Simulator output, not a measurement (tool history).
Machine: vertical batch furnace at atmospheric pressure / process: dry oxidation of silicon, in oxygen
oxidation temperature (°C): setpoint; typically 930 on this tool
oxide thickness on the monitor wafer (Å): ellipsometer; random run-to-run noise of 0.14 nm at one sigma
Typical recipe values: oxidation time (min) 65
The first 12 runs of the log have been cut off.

| run | hour | oxidation temperature (°C) | oxidation time (min) | wafers since the last listed run | hours since the last temperature calibration | hours since the boat lift was adjusted | hours since the gauge calibration | read-back reference wafer on the same gauge, thickness | oxide thickness on the monitor wafer (Å) |
|---|---|---|---|---|---|---|---|---|---|
| 13 | 1006.5 | 930 | 65 | 1033 | 4244.8 | 4966.9 | 1558.8 | 39.45 | 425.5 |
|  | 1121.6 | thermocouples replaced and temperature profile calibrated |
| 14 | 1122.1 | 930 | 65 | 978 | 0.5 | 5082.5 | 1674.4 | 39.38 | 424.1 |
| 15 | 1179.2 | 919 | 65 | 609 | 57.6 | 5139.6 | 1731.5 | 39.42 | 386.2 |
| 16 | 1223.6 | 919 | 65 | 474 | 102 | 5184 | 1775.9 | 39.41 | 386.6 |
| 17 | 1288.8 | 919 | 65 | 696 | 167.2 | 5249.2 | 1841.1 | 39.4 | 385.7 |
|  | 1539.3 | boat lift adjusted |
| 18 | 1560.7 | 930 | 65 | 2646 | 439.1 | 21.4 | 2113 | 39.41 | 424.3 |
| 19 | 1629.2 | 951 | 84.5 | 731 | 507.6 | 89.9 | 2181.5 | 39.45 | 602.1 |
| 20 | 1728.1 | 947 | 65 | 1055 | 606.5 | 188.8 | 2280.4 | 39.4 | 487.6 |
| 21 | 1827.3 | 906 | 50 | 1059 | 705.7 | 288 | 2379.6 | 39.34 | 289.9 |
| 22 | 1891.5 | 930 | 65 | 685 | 769.9 | 352.2 | 2443.8 | 39.38 | 424.7 |
| 23 | 1947 | 906 | 44 | 592 | 825.4 | 407.7 | 2499.3 | 39.41 | 267.4 |
| 24 | 2029.6 | 930 | 65 | 881 | 908 | 490.3 | 2581.9 | 39.4 | 424 |
| 25 | 2069.4 | 939 | 65 | 424 | 947.8 | 530.1 | 2621.7 | 39.4 | 461.9 |
|  | 2093.7 | gauge calibrated |
| 26 | 2145.9 | 930 | 65 | 816 | 1024.3 | 606.6 | 52.2 | 39.41 | 426.8 |
| 27 | 2210.1 | 911 | 49.5 | 685 | 1088.5 | 670.8 | 116.4 | 39.4 | 302.1 |
| 28 | 2266.6 | 918 | 45 | 603 | 1145 | 727.3 | 172.9 | 39.41 | 301.5 |
| 29 | 2348.2 | 930 | 65 | 871 | 1226.6 | 808.9 | 254.5 | 39.39 | 424.4 |
| 30 | 2433.3 | 917 | 39 | 908 | 1311.7 | 894 | 339.6 | 39.43 | 271.7 |
| 31 | 2526.9 | 914 | 86 | 999 | 1405.3 | 987.6 | 433.2 | 39.42 | 445.3 |
| 32 | 2594.7 | 909 | 92 | 723 | 1473.1 | 1055.4 | 501 | 39.4 | 440.7 |
| 33 | 2663.9 | 930 | 65 | 738 | 1542.3 | 1124.6 | 570.2 | 39.38 | 424.4 |
| 34 | 2723.6 | 921 | 80.5 | 637 | 1602 | 1184.3 | 629.9 | 39.41 | 451.4 |
| 35 | 2791.8 | 943 | 89.5 | 728 | 1670.2 | 1252.5 | 698.1 | 39.43 | 588.2 |
| 36 | 2837.3 | 930 | 65 | 485 | 1715.7 | 1298 | 743.6 | 39.4 | 423.4 |

4 ways to go on from here, each from the tool as it stands after run 36. What would each give?
| A | 2842.6 | 930 | 76.5 | 56 | 1721 | 1303.3 | 748.9 | ? | ? |
| B | 2842.6 | 914 | 65 | 56 | 1721 | 1303.3 | 748.9 | ? | ? |
| C | 2842.6 | 930 | 79 | 56 | 1721 | 1303.3 | 748.9 | ? | ? |
| D | 2842.6 | 905 | 46 | 56 | 1721 | 1303.3 | 748.9 | ? | ? |

| run | read-back reference wafer on the same gauge, thickness | oxide thickness on the monitor wafer (Å) |
|---|---|---|
| A | 39.37 | 470.5 |
| B | 39.37 | 365.5 |
| C | 39.37 | 480.7 |
| D | 39.37 | 269.7 |
Without the tool's unlogged condition, the same runs would have read:
| run | oxide thickness on the monitor wafer (Å) |
|---|---|
| A | 470.5 |
| B | 365.5 |
| C | 480.7 |
| D | 269.7 |
